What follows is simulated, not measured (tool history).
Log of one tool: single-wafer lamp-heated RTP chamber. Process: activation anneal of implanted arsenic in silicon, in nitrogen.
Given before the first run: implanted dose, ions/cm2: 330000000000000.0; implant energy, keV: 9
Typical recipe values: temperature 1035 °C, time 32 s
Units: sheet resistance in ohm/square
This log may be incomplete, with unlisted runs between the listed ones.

| run | hour | temperature | time | wafers since the last listed run | wafers since the last pyrometer calibration | wafers since the reflector plate was cleaned | hours since the gauge calibration | read-back reference wafer on the same gauge, sheet resistance | sheet resistance |
|---|---|---|---|---|---|---|---|---|---|
| 1 | 0 | 1018 | 32 | 0 | 904 | 304 | 693.2 | 331.94 | 306.34 |
| 2 | 46.8 | 1018 | 32 | 486 | 1391 | 790 | 740 | 332 | 305.7 |
| 3 | 89.2 | 1018 | 32 | 440 | 1832 | 1231 | 782.4 | 332.12 | 304.23 |
| 4 | 126.9 | 1035 | 32 | 391 | 2224 | 1623 | 820.1 | 331.91 | 297.96 |
| 5 | 354.2 | 1035 | 32 | 2363 | 4587 | 3986 | 1047.4 | 331.88 | 294.66 |
| 6 | 459.8 | 1035 | 32 | 1097 | 5684 | 5084 | 1153 | 331.9 | 291.93 |
|  | 478.6 | pyrometer window cleaned and pyrometer calibrated |
| 7 | 506.2 | 1035 | 32 | 399 | 287 | 5483 | 1199.4 | 331.91 | 299.25 |
|  | 544.4 | reflector plate cleaned |
| 8 | 559.3 | 1049 | 32 | 468 | 756 | 155 | 1252.5 | 332.02 | 295.56 |
| 9 | 616.4 | 1049 | 32 | 593 | 1349 | 748 | 1309.6 | 332.14 | 292.8 |
| 10 | 696.1 | 1049 | 32 | 828 | 2178 | 1577 | 1389.3 | 331.99 | 292.64 |
| 11 | 774.8 | 1035 | 32 | 818 | 2996 | 2395 | 1468 | 332.15 | 296.34 |
| 12 | 822.6 | 1020 | 36 | 496 | 3493 | 2892 | 1515.8 | 331.98 | 300.23 |
| 13 | 919.4 | 1020 | 36 | 1006 | 4499 | 3898 | 1612.6 | 332.01 | 298.29 |
| 14 | 957.1 | 1020 | 36 | 391 | 4891 | 4290 | 1650.3 | 331.9 | 298.8 |
| 15 | 1018.6 | 1035 | 32 | 639 | 5531 | 4930 | 1711.8 | 332.02 | 292.76 |
|  | 1030.9 | pyrometer window cleaned and pyrometer calibrated |
| 16 | 1102.2 | 1035 | 32 | 785 | 741 | 5716 | 1795.4 | 331.89 | 298.15 |
|  | 1116.6 | reflector plate cleaned |
|  | 1144.7 | gauge calibrated |
| 17 | 1170.3 | 1035 | 32 | 624 | 1366 | 557 | 25.6 | 331.94 | 299.54 |
| 18 | 1211.6 | 1035 | 32 | 429 | 1795 | 987 | 66.9 | 332.08 | 299.22 |
| 19 | 1310.4 | 1043 | 46 | 1027 | 2822 | 2014 | 165.7 | 331.88 | 287.36 |
| 20 | 1353.1 | 1019 | 43 | 443 | 3266 | 2458 | 208.4 | 331.95 | 297.58 |
| 21 | 1403 | 1006 | 37 | 518 | 3785 | 2977 | 258.3 | 332.06 | 305.46 |
| 22 | 1509.2 | 1035 | 32 | 1104 | 4889 | 4081 | 364.5 | 331.78 | 293.34 |
| 23 | 1570.9 | 1035 | 32 | 641 | 5530 | 4722 | 426.2 | 331.92 | 292.51 |
|  | 1614.8 | reflector plate cleaned |
|  | 1627 | pyrometer window cleaned and pyrometer calibrated |
| 24 | 1676.8 | 1035 | 39 | 934 | 517 | 560 | 532.1 | 332.22 | 295.84 |
| 25 | 1741.1 | 1035 | 32 | 668 | 1186 | 1229 | 596.4 | 331.85 | 298.93 |
| 26 | 1830.1 | 1061 | 39 | 925 | 2111 | 2154 | 685.4 | 332.1 | 284.96 |
| 27 | 1905 | 1035 | 32 | 778 | 2890 | 2933 | 760.3 | 331.86 | 297.35 |
| 28 | 1977.9 | 1050 | 39 | 757 | 3648 | 3691 | 833.2 | 331.87 | 287.13 |
| 29 | 2055.5 | 1058 | 44 | 806 | 4454 | 4497 | 910.8 | 331.9 | 280.58 |
| 30 | 2157.4 | 1012 | 38 | 1059 | 5514 | 5557 | 1012.7 | 331.94 | 298.39 |
|  | 2201.7 | reflector plate cleaned |
|  | 2213 | pyrometer window cleaned and pyrometer calibrated |
| 31 | 2222.4 | 1047 | 25 | 509 | 97 | 131 | 1077.7 | 331.9 | 300.56 |
| 32 | 2311.1 | 1054 | 32 | 922 | 1020 | 1053 | 1166.4 | 331.92 | 292.09 |
| 33 | 2414.1 | 1024 | 32 | 1070 | 2090 | 2124 | 1269.4 | 331.88 | 302.39 |
| 34 | 2497.3 | 1064 | 39 | 864 | 2955 | 2989 | 1352.6 | 332.02 | 282.46 |
| 35 | 2579.5 | 1015 | 47 | 854 | 3810 | 3844 | 1434.8 | 332.09 | 297.9 |
| 36 | 2657.9 | 1035 | 32 | 815 | 4625 | 4659 | 1513.2 | 331.94 | 294.92 |

How the hidden state differs across the entries between the runs, from the last listed run before each to the first after it:
Run 6 -> run 7: pyrometer window cleaned and pyrometer calibrated (hour 478.6)
  true wafer temperature minus pyrometer reading, K: 15.2 -> 1.04; wafer temperature error from the tarnished reflector plate, K: 8.09 -> 8.21
  measured minus no-state result, sheet resistance: -8.82 -> -3.46 ohm/square
Run 7 -> run 8: reflector plate cleaned (hour 544.4)
  true wafer temperature minus pyrometer reading, K: 1.04 -> 1.28; wafer temperature error from the tarnished reflector plate, K: 8.21 -> 1.45
  measured minus no-state result, sheet resistance: -3.46 -> -1.05 ohm/square
Run 15 -> run 16: pyrometer window cleaned and pyrometer calibrated (hour 1030.9)
  true wafer temperature minus pyrometer reading, K: 13.4 -> 1.24; wafer temperature error from the tarnished reflector plate, K: 8.61 -> 8.83
  measured minus no-state result, sheet resistance: -8.34 -> -3.77 ohm/square
Run 16 -> run 17: reflector plate cleaned (hour 1116.6); gauge calibrated (hour 1144.7)
  true wafer temperature minus pyrometer reading, K: 1.24 -> 1.85; wafer temperature error from the tarnished reflector plate, K: 8.83 -> 3.12
  measured minus no-state result, sheet resistance: -3.77 -> -1.84 ohm/square
Run 23 -> run 24: reflector plate cleaned (hour 1614.8); pyrometer window cleaned and pyrometer calibrated (hour 1627)
  true wafer temperature minus pyrometer reading, K: 13.4 -> 1.05; wafer temperature error from the tarnished reflector plate, K: 8.69 -> 2.77
  measured minus no-state result, sheet resistance: -8.36 -> -1.46 ohm/square
Run 30 -> run 31: reflector plate cleaned (hour 2201.7); pyrometer window cleaned and pyrometer calibrated (hour 2213)
  true wafer temperature minus pyrometer reading, K: 12.9 -> 0.0557; wafer temperature error from the tarnished reflector plate, K: 8.31 -> 0.95
  measured minus no-state result, sheet resistance: -7.6 -> -0.36 ohm/square

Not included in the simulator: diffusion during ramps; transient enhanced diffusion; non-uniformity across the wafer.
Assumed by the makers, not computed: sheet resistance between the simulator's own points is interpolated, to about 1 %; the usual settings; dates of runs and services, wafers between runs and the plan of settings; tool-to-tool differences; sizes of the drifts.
